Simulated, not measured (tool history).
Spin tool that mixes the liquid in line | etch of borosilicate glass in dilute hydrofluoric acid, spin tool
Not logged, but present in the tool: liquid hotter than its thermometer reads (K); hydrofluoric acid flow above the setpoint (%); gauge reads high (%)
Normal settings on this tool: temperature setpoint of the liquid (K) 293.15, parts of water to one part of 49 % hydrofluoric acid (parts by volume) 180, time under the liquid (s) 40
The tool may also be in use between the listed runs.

run,hour,temperature setpoint of the liquid (K),parts of water to one part of 49 % hydrofluoric acid (parts by volume),time under the liquid (s),wafers since the last listed run,hours since the thermometer was replaced,hours since the hydrofluoric acid flow meter was replaced,hours since the gauge calibration,"read-back film thickness of the borosilicate glass reference wafer, read on the same gauge (nm)",thickness taken off the borosilicate glass on a monitor wafer (nm)
1,0,293.15,180,30,0,704.8,91.1,452.7,129.98,3.875
# hour 2.1: thermometer replaced
2,49.1,293.15,180,30,596,47,140.2,501.8,129.977,3.646
3,103.2,290.65,180,40,671,101.1,194.3,555.9,129.974,4.401
4,318.1,290.65,180,40,2666,316,409.2,770.8,130.027,4.582
5,386.8,290.65,180,40,852,384.7,477.9,839.5,129.984,4.66
6,414.3,293.15,180,40,341,412.2,505.4,867,130.017,5.182
7,580.4,293.15,180,40,2061,578.3,671.5,1033.1,129.953,5.368
8,631,293.15,250,40,627,628.9,722.1,1083.7,129.996,3.545
# hour 667.1: thermometer replaced
9,692.2,293.15,250,40,747,25.1,783.3,1144.9,129.996,3.418
# hour 716.6: hydrofluoric acid flow meter replaced
10,735.2,293.15,180,40,521,68.1,18.6,1187.9,129.977,4.851
11,791.3,293.15,180,30,696,124.2,74.7,1244,129.99,3.732
# hour 802.7: gauge calibrated
12,860.3,293.15,180,40,856,193.2,143.7,57.6,129.986,5.015
13,885.2,295.15,180,40,309,218.1,168.6,82.5,130.013,5.412
14,916.4,297.15,225,20,387,249.3,199.8,113.7,130.03,2.214
15,971.4,290.15,180,40,682,304.3,254.8,168.7,130.008,4.499
16,995.7,296.15,180,55,301,328.6,279.1,193,130.018,7.798
17,1063.4,290.15,260,40,840,396.3,346.8,260.7,129.982,2.941
18,1118,290.15,180,30,677,450.9,401.4,315.3,130.03,3.453
19,1167.5,295.15,240,60,614,500.4,450.9,364.8,130.02,5.982

Predict each of these 4 candidate next runs independently; none follows another, all start after run 19:
A,1167.9,293.15,180,40,4,500.8,451.3,365.2,?,?
B,1167.9,290.15,265,20,4,500.8,451.3,365.2,?,?
C,1167.9,296.65,205,20,4,500.8,451.3,365.2,?,?
D,1167.9,293.15,105,40,4,500.8,451.3,365.2,?,?

run,"read-back film thickness of the borosilicate glass reference wafer, read on the same gauge (nm)",thickness taken off the borosilicate glass on a monitor wafer (nm)
A,129.994,5.184
B,129.994,1.45
C,129.994,2.531
D,129.994,9.616
Without the tool's hidden state the same runs would have given:
run,thickness taken off the borosilicate glass on a monitor wafer (nm)
A,4.726
B,1.32
C,2.31
D,8.767
